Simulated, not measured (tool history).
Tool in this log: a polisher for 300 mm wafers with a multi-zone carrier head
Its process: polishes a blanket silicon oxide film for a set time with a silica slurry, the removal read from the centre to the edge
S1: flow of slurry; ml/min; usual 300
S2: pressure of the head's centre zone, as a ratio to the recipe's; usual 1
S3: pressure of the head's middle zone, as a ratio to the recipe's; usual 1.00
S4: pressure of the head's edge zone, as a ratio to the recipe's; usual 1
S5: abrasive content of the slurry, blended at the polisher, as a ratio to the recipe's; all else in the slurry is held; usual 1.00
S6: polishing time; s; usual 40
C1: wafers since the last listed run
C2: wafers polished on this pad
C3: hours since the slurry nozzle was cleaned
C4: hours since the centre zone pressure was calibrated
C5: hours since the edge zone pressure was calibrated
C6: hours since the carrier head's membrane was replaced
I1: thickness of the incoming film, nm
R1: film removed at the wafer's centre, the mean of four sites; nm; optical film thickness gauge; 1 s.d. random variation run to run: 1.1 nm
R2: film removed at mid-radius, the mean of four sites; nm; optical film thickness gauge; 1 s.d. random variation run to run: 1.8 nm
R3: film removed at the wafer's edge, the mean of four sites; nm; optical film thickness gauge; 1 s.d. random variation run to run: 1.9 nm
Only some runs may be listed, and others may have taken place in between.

Run 1, hour 0.0: usual settings but S3 0.98; C1 0; C2 489; C3 347.7; C4 681.3; C5 490.7; C6 991.7; I1 967.2. Result: R1 161.1 nm, R2 163.3 nm, R3 163.9 nm.
Run 2, hour 41.9: usual settings but S3 0.98; C1 657; C2 1147; C3 389.6; C4 723.2; C5 532.6; C6 1033.6; I1 962.4. Result: R1 157.4 nm, R2 161.3 nm, R3 163.6 nm.
Run 3, hour 48.5: usual settings but S3 0.98; C1 103; C2 1250; C3 396.2; C4 729.8; C5 539.2; C6 1040.2; I1 976.5. Result: R1 159.8 nm, R2 157.7 nm, R3 164.9 nm.
Run 4, hour 60.2: usual settings; C1 183; C2 1434; C3 407.9; C4 741.5; C5 550.9; C6 1051.9; I1 958.2. Result: R1 158.2 nm, R2 163.3 nm, R3 163.3 nm.
At hour 69.3: worn pad replaced by a new one.
At hour 83.9: centre zone pressure recalibrated.
Run 5, hour 84.4: usual settings; C1 285; C2 206; C3 432.1; C4 0.5; C5 575.1; C6 1076.1; I1 964.6. Result: R1 157.3 nm, R2 162.8 nm, R3 164.5 nm.
Run 6, hour 92.6: usual settings but S1 270 ml/min; C1 128; C2 334; C3 440.3; C4 8.7; C5 583.3; C6 1084.3; I1 968.1. Result: R1 155.8 nm, R2 162.6 nm, R3 162.1 nm.
Run 7, hour 104.8: usual settings but S1 270 ml/min; C1 191; C2 526; C3 452.5; C4 20.9; C5 595.5; C6 1096.5; I1 948.8. Result: R1 155.3 nm, R2 160.0 nm, R3 161.6 nm.
Run 8, hour 111.1: usual settings but S1 270 ml/min; C1 98; C2 625; C3 458.8; C4 27.2; C5 601.8; C6 1102.8; I1 963.2. Result: R1 154.0 nm, R2 162.4 nm, R3 160.3 nm.
Run 9, hour 125.5: usual settings but S5 0.75; C1 226; C2 851; C3 473.2; C4 41.6; C5 616.2; C6 1117.2; I1 954.3. Result: R1 139.2 nm, R2 144.9 nm, R3 143.2 nm.

Forecast run 10:
Run 10, hour 137.3: usual settings; C1 185; C2 1036; C3 485.0; C4 53.4; C5 628.0; C6 1129.0; I1 958.4. Result: R1 ?, R2 ?, R3 ?.

R1: 157.6 nm
R2: 165.0 nm
R3: 167.5 nm
The same run, on a tool lacking any hidden state, would have yielded R1 168.8 nm, R2 175.5 nm, R3 175.4 nm.
